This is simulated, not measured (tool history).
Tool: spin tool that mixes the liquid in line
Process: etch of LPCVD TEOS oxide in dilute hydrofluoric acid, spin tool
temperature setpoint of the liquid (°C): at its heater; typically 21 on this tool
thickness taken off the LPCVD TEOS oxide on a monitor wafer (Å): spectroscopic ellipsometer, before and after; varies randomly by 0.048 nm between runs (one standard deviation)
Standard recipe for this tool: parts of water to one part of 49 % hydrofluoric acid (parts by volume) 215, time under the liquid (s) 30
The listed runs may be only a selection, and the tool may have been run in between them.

| run | hour | temperature setpoint of the liquid (°C) | parts of water to one part of 49 % hydrofluoric acid (parts by volume) | time under the liquid (s) | wafers since the last listed run | hours since the thermometer was replaced | hours since the hydrofluoric acid flow meter was replaced | hours since the gauge calibration | read-back film thickness of the LPCVD TEOS oxide reference wafer, read on the same gauge (nm) | thickness taken off the LPCVD TEOS oxide on a monitor wafer (Å) |
|---|---|---|---|---|---|---|---|---|---|---|
| 1 | 0 | 21 | 170 | 30 | 0 | 1997.9 | 853 | 1121.8 | 89.98 | 83.8 |
| 2 | 35.4 | 21 | 170 | 30 | 746 | 2033.3 | 888.4 | 1157.2 | 90.01 | 85 |
| 3 | 89.4 | 21 | 215 | 30 | 1138 | 2087.3 | 942.4 | 1211.2 | 90 | 64.2 |
| 4 | 148.7 | 21 | 215 | 30 | 1250 | 2146.6 | 1001.7 | 1270.5 | 89.99 | 63.9 |
| 5 | 364.1 | 21 | 215 | 30 | 4540 | 2362 | 1217.1 | 1485.9 | 90.02 | 64.1 |
| 6 | 404.3 | 21 | 215 | 30 | 847 | 2402.2 | 1257.3 | 1526.1 | 90 | 63.6 |
| 7 | 450.2 | 24.5 | 215 | 30 | 967 | 2448.1 | 1303.2 | 1572 | 90.01 | 72.6 |
| 8 | 491.8 | 21 | 215 | 30 | 876 | 2489.7 | 1344.8 | 1613.6 | 90 | 63.3 |
| 9 | 533.6 | 21 | 215 | 30 | 881 | 2531.5 | 1386.6 | 1655.4 | 89.98 | 63.8 |
| 10 | 558.1 | 21 | 215 | 30 | 516 | 2556 | 1411.1 | 1679.9 | 90 | 64.2 |
| 11 | 607.5 | 21 | 260 | 30 | 1041 | 2605.4 | 1460.5 | 1729.3 | 89.99 | 50.4 |
| 12 | 668.6 | 21 | 260 | 30 | 1287 | 2666.5 | 1521.6 | 1790.4 | 89.99 | 50.2 |
|  | 687.4 | gauge calibrated |
| 13 | 717.6 | 21 | 215 | 30 | 1032 | 2715.5 | 1570.6 | 30.2 | 90.02 | 63.3 |
|  | 766.7 | hydrofluoric acid flow meter replaced |
| 14 | 784.1 | 21 | 215 | 30 | 1380 | 2782 | 17.4 | 96.7 | 90.02 | 64.2 |
| 15 | 831.7 | 21 | 215 | 30 | 1003 | 2829.6 | 65 | 144.3 | 90 | 64 |
| 16 | 867.5 | 21 | 215 | 30 | 754 | 2865.4 | 100.8 | 180.1 | 90.01 | 63.1 |
| 17 | 911.5 | 17.5 | 160 | 30 | 927 | 2909.4 | 144.8 | 224.1 | 89.99 | 78.7 |
| 18 | 941.1 | 18 | 215 | 15 | 623 | 2939 | 174.4 | 253.7 | 89.99 | 28.2 |
|  | 952.9 | thermometer replaced |
| 19 | 1009.8 | 17 | 160 | 40 | 1427 | 56.9 | 243.1 | 322.4 | 90.01 | 102.5 |
| 20 | 1043.1 | 17 | 215 | 45 | 701 | 90.2 | 276.4 | 355.7 | 90.01 | 82.3 |
| 21 | 1094.1 | 22.5 | 165 | 45 | 1075 | 141.2 | 327.4 | 406.7 | 89.99 | 138.6 |
| 22 | 1163.9 | 18.5 | 215 | 30 | 1471 | 211 | 397.2 | 476.5 | 89.99 | 58.2 |
| 23 | 1292.4 | 18 | 215 | 15 | 2708 | 339.5 | 525.7 | 605 | 90.02 | 28.7 |
| 24 | 1351.2 | 21 | 290 | 30 | 1239 | 398.3 | 584.5 | 663.8 | 90.02 | 44 |
| 25 | 1402.1 | 21 | 185 | 40 | 1072 | 449.2 | 635.4 | 714.7 | 89.98 | 101.7 |
| 26 | 1438.3 | 23 | 305 | 30 | 763 | 485.4 | 671.6 | 750.9 | 89.95 | 44.4 |
| 27 | 1625.5 | 21 | 215 | 45 | 3946 | 672.6 | 858.8 | 938.1 | 90.01 | 97 |
| 28 | 1684.5 | 25.5 | 215 | 45 | 1243 | 731.6 | 917.8 | 997.1 | 90 | 111.7 |
| 29 | 1714.4 | 19 | 185 | 15 | 630 | 761.5 | 947.7 | 1027 | 89.97 | 35.1 |
| 30 | 1751.1 | 24.5 | 215 | 30 | 773 | 798.2 | 984.4 | 1063.7 | 90 | 72.2 |
| 31 | 1949.8 | 19.5 | 135 | 50 | 4188 | 996.9 | 1183.1 | 1262.4 | 89.99 | 176.3 |

How the hidden state differs across the entries between the runs, from the last listed run before each to the first after it:
Runs 12 to 13: gauge calibrated (hour 687.4)
  both runs share identical hidden conditions
Runs 13 to 14: hydrofluoric acid flow meter replaced (hour 766.7)
  both runs share identical hidden conditions
Runs 18 to 19: thermometer replaced (hour 952.9)
  both runs share identical hidden conditions
